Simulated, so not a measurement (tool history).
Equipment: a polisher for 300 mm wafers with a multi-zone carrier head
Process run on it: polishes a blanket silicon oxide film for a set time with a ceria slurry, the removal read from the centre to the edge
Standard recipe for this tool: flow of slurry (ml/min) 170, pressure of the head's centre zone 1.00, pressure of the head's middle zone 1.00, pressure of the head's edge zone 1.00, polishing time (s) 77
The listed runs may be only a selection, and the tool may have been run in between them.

run,hour,flow of slurry (ml/min),pressure of the head's centre zone,pressure of the head's middle zone,pressure of the head's edge zone,polishing time (s),wafers since the last listed run,wafers polished on this pad,hours since the slurry nozzle was cleaned,hours since the centre zone pressure was calibrated,hours since the edge zone pressure was calibrated,hours since the carrier head's membrane was replaced,"incoming thickness of the incoming film, nm",film removed at the wafer's centre (angstrom),film removed at mid-radius (angstrom),film removed at the wafer's edge (angstrom)
1,0.0,155,1.00,1.00,0.91,77,0,459,64.7,841.7,575.4,731.2,1577.5,4366,4279,4254
2,8.3,170,1.00,1.00,1.00,77,55,515,73.0,850.0,583.7,739.5,1587.5,4437,4257,4374
# hour 30.5: centre zone pressure recalibrated
# hour 43.4: worn pad replaced by a new one
3,46.6,230,1.00,1.04,1.07,87,216,21,111.3,16.1,622.0,777.8,1600.2,5260,5202,5283
4,61.3,170,1.00,1.00,1.00,77,98,120,126.0,30.8,636.7,792.5,1610.8,4575,4322,4449
5,72.9,120,1.04,1.00,1.09,77,77,197,137.6,42.4,648.3,804.1,1584.5,4506,4172,4465
6,80.6,195,1.00,0.97,1.00,77,51,249,145.3,50.1,656.0,811.8,1610.0,4589,4305,4479
7,97.8,170,1.00,1.00,1.00,77,115,364,162.5,67.3,673.2,829.0,1596.2,4441,4310,4403
# hour 110.7: edge zone pressure recalibrated
8,142.8,170,1.00,1.00,1.00,87,288,652,207.5,112.3,32.1,874.0,1609.7,4981,4756,4970
9,153.0,170,1.00,0.92,1.00,95,68,721,217.7,122.5,42.3,884.2,1581.5,5364,4897,5376
10,168.3,170,1.11,1.00,1.00,77,102,823,233.0,137.8,57.6,899.5,1616.1,4798,4228,4320
11,177.5,170,1.00,0.94,1.08,63,61,885,242.2,147.0,66.8,908.7,1612.5,3549,3259,3590
# hour 186.8: worn pad replaced by a new one
# hour 188.3: carrier head's membrane replaced by a new one
12,188.8,205,1.06,0.96,0.88,77,38,3,253.5,158.3,78.1,0.5,1610.1,4935,4344,4339
13,198.2,185,0.93,1.00,1.00,58,62,66,262.9,167.7,87.5,9.9,1582.9,3216,3323,3424
14,216.1,170,1.00,1.00,1.00,77,119,186,280.8,185.6,105.4,27.8,1588.1,4549,4370,4417
15,260.6,170,0.91,0.96,1.00,77,298,484,325.3,230.1,149.9,72.3,1591.3,4062,4221,4455
16,269.8,170,1.11,1.00,1.00,77,61,545,334.5,239.3,159.1,81.5,1597.8,4950,4315,4403

For run 17, what comes out?
17,277.4,195,1.00,0.97,1.00,77,50,596,342.1,246.9,166.7,89.1,1600.4,?,?,?

Run 17 came out at film removed at the wafer's centre (angstrom) 4485, film removed at mid-radius (angstrom) 4267, film removed at the wafer's edge (angstrom) 4444.
Were there no unlogged condition in the tool, this run, its random variation unchanged, would have produced film removed at the wafer's centre (angstrom) 4581, film removed at mid-radius (angstrom) 4359, film removed at the wafer's edge (angstrom) 4539.
